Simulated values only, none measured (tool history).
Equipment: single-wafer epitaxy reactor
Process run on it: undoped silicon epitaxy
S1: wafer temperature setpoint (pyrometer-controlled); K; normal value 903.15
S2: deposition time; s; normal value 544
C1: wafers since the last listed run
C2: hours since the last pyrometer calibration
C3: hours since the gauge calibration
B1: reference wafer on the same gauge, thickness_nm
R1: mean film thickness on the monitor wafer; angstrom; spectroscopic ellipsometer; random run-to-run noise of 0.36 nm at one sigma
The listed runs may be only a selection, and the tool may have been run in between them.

{"run": 1, "hour": 0.0, "S1": 903.15, "S2": 603, "C1": 0, "C2": 1694.1, "C3": 397.5, "B1": 69.708, "R1": 638.96}
{"run": 2, "hour": 32.7, "S1": 903.15, "S2": 603, "C1": 133, "C2": 1726.8, "C3": 430.2, "B1": 69.682, "R1": 645.72}
{"run": 3, "hour": 93.5, "S1": 903.15, "S2": 515, "C1": 247, "C2": 1787.6, "C3": 491.0, "B1": 69.485, "R1": 552.6}
{"run": 4, "hour": 154.3, "S1": 903.15, "S2": 515, "C1": 247, "C2": 1848.4, "C3": 551.8, "B1": 69.323, "R1": 544.29}
{"run": 5, "hour": 219.8, "S1": 903.15, "S2": 515, "C1": 267, "C2": 1913.9, "C3": 617.3, "B1": 69.106, "R1": 540.67}
{"run": 6, "hour": 249.5, "S1": 903.15, "S2": 544, "C1": 121, "C2": 1943.6, "C3": 647.0, "B1": 69.056, "R1": 576.64}
{"run": 7, "hour": 313.8, "S1": 903.15, "S2": 544, "C1": 262, "C2": 2007.9, "C3": 711.3, "B1": 68.948, "R1": 575.13}
{"run": 8, "hour": 356.0, "S1": 903.15, "S2": 544, "C1": 172, "C2": 2050.1, "C3": 753.5, "B1": 68.877, "R1": 574.32}
{"run": 9, "hour": 400.7, "S1": 903.15, "S2": 544, "C1": 182, "C2": 2094.8, "C3": 798.2, "B1": 68.783, "R1": 568.68}
{"run": 10, "hour": 461.8, "S1": 903.15, "S2": 544, "C1": 249, "C2": 2155.9, "C3": 859.3, "B1": 68.636, "R1": 576.15}
{"run": 11, "hour": 519.4, "S1": 903.15, "S2": 544, "C1": 234, "C2": 2213.5, "C3": 916.9, "B1": 68.675, "R1": 574.39}
{"run": 12, "hour": 552.9, "S1": 910.15, "S2": 514, "C1": 136, "C2": 2247.0, "C3": 950.4, "B1": 68.626, "R1": 649.49}
{"run": 13, "hour": 599.1, "S1": 903.15, "S2": 544, "C1": 188, "C2": 2293.2, "C3": 996.6, "B1": 68.446, "R1": 562.35}
{"run": 14, "hour": 632.7, "S1": 900.15, "S2": 544, "C1": 137, "C2": 2326.8, "C3": 1030.2, "B1": 68.476, "R1": 527.6}
{"run": 15, "hour": 697.0, "S1": 900.15, "S2": 544, "C1": 262, "C2": 2391.1, "C3": 1094.5, "B1": 68.514, "R1": 530.83}
{"run": 16, "hour": 725.3, "S1": 900.15, "S2": 544, "C1": 115, "C2": 2419.4, "C3": 1122.8, "B1": 68.405, "R1": 527.38}
{"run": 17, "hour": 765.6, "S1": 892.15, "S2": 544, "C1": 164, "C2": 2459.7, "C3": 1163.1, "B1": 68.422, "R1": 428.77}
{"run": 18, "hour": 816.6, "S1": 892.15, "S2": 504, "C1": 207, "C2": 2510.7, "C3": 1214.1, "B1": 68.265, "R1": 396.07}
{"run": 19, "hour": 875.7, "S1": 903.15, "S2": 608, "C1": 240, "C2": 2569.8, "C3": 1273.2, "B1": 68.298, "R1": 634.38}
{"run": 20, "hour": 944.8, "S1": 903.15, "S2": 608, "C1": 281, "C2": 2638.9, "C3": 1342.3, "B1": 68.244, "R1": 632.9}
{"run": 21, "hour": 1014.6, "S1": 903.15, "S2": 544, "C1": 284, "C2": 2708.7, "C3": 1412.1, "B1": 68.158, "R1": 568.41}
{"hour": 1027.6, "done": "gauge calibrated"}
{"run": 22, "hour": 1077.8, "S1": 913.15, "S2": 604, "C1": 257, "C2": 2771.9, "C3": 50.2, "B1": 71.142, "R1": 848.5}
{"hour": 1125.2, "done": "pyrometer calibrated"}
{"run": 23, "hour": 1125.7, "S1": 903.15, "S2": 605, "C1": 162, "C2": 0.5, "C3": 98.1, "B1": 70.814, "R1": 650.06}
{"run": 24, "hour": 1152.3, "S1": 911.15, "S2": 453, "C1": 108, "C2": 27.1, "C3": 124.7, "B1": 70.688, "R1": 602.1}
{"run": 25, "hour": 1192.4, "S1": 917.15, "S2": 597, "C1": 163, "C2": 67.2, "C3": 164.8, "B1": 70.38, "R1": 922.7}
{"run": 26, "hour": 1229.9, "S1": 892.15, "S2": 516, "C1": 152, "C2": 104.7, "C3": 202.3, "B1": 70.224, "R1": 417.86}
{"run": 27, "hour": 1286.4, "S1": 911.15, "S2": 453, "C1": 230, "C2": 161.2, "C3": 258.8, "B1": 69.878, "R1": 589.8}
{"run": 28, "hour": 1311.7, "S1": 903.15, "S2": 596, "C1": 103, "C2": 186.5, "C3": 284.1, "B1": 69.87, "R1": 636.73}
{"run": 29, "hour": 1351.5, "S1": 903.15, "S2": 544, "C1": 162, "C2": 226.3, "C3": 323.9, "B1": 69.648, "R1": 582.88}
{"run": 30, "hour": 1496.7, "S1": 892.15, "S2": 513, "C1": 592, "C2": 371.5, "C3": 469.1, "B1": 69.025, "R1": 402.6}
{"run": 31, "hour": 1565.1, "S1": 907.15, "S2": 603, "C1": 278, "C2": 439.9, "C3": 537.5, "B1": 68.935, "R1": 704.49}
{"run": 32, "hour": 1636.8, "S1": 909.15, "S2": 544, "C1": 292, "C2": 511.6, "C3": 609.2, "B1": 68.696, "R1": 667.99}
{"run": 33, "hour": 1699.2, "S1": 903.15, "S2": 544, "C1": 254, "C2": 574.0, "C3": 671.6, "B1": 68.548, "R1": 574.72}
{"run": 34, "hour": 1725.9, "S1": 910.15, "S2": 506, "C1": 108, "C2": 600.7, "C3": 698.3, "B1": 68.492, "R1": 631.51}
{"run": 35, "hour": 1782.3, "S1": 911.15, "S2": 471, "C1": 229, "C2": 657.1, "C3": 754.7, "B1": 68.318, "R1": 603.12}
{"run": 36, "hour": 1896.8, "S1": 893.15, "S2": 475, "C1": 466, "C2": 771.6, "C3": 869.2, "B1": 68.142, "R1": 384.18}
{"run": 37, "hour": 1928.2, "S1": 916.15, "S2": 462, "C1": 128, "C2": 803.0, "C3": 900.6, "B1": 68.064, "R1": 677.75}
{"run": 38, "hour": 1977.6, "S1": 895.15, "S2": 544, "C1": 201, "C2": 852.4, "C3": 950.0, "B1": 68.052, "R1": 460.97}
{"run": 39, "hour": 2007.3, "S1": 903.15, "S2": 544, "C1": 121, "C2": 882.1, "C3": 979.7, "B1": 67.994, "R1": 561.2}
{"run": 40, "hour": 2046.8, "S1": 897.15, "S2": 544, "C1": 161, "C2": 921.6, "C3": 1019.2, "B1": 68.033, "R1": 480.98}
{"run": 41, "hour": 2114.7, "S1": 910.15, "S2": 544, "C1": 276, "C2": 989.5, "C3": 1087.1, "B1": 67.95, "R1": 668.39}
{"run": 42, "hour": 2182.6, "S1": 910.15, "S2": 644, "C1": 276, "C2": 1057.4, "C3": 1155.0, "B1": 67.893, "R1": 807.4}
{"run": 43, "hour": 2209.5, "S1": 903.15, "S2": 544, "C1": 109, "C2": 1084.3, "C3": 1181.9, "B1": 67.981, "R1": 571.77}

Measured minus without-hidden-state, run by run (identical run-to-run variation in each term; gauge scatter may differ):
Unlogged tool condition in this case: wafer temperature above the value expected at the setpoint (K); gauge reads high (%).
run=1 R1=-25.12
run=2 R1=-26.53
run=3 R1=-24.36
run=4 R1=-25.43
run=5 R1=-26.60
run=6 R1=-28.96
run=7 R1=-30.04
run=8 R1=-30.67
run=9 R1=-31.00
run=10 R1=-32.20
run=11 R1=-32.77
run=12 R1=-37.44
run=13 R1=-32.85
run=14 R1=-31.09
run=15 R1=-31.74
run=16 R1=-31.73
run=17 R1=-26.00
run=18 R1=-24.22
run=19 R1=-39.13
run=20 R1=-39.40
run=21 R1=-35.66
run=22 R1=-14.66
run=23 R1=-14.64
run=24 R1=-15.19
run=25 R1=-26.81
run=26 R1=-13.52
run=27 R1=-21.76
run=28 R1=-24.68
run=29 R1=-24.19
run=30 R1=-20.05
run=31 R1=-37.29
run=32 R1=-37.25
run=33 R1=-33.27
run=34 R1=-37.09
run=35 R1=-36.39
run=36 R1=-24.22
run=37 R1=-43.16
run=38 R1=-29.78
run=39 R1=-36.54
run=40 R1=-31.61
run=41 R1=-44.58
run=42 R1=-54.52
run=43 R1=-38.78
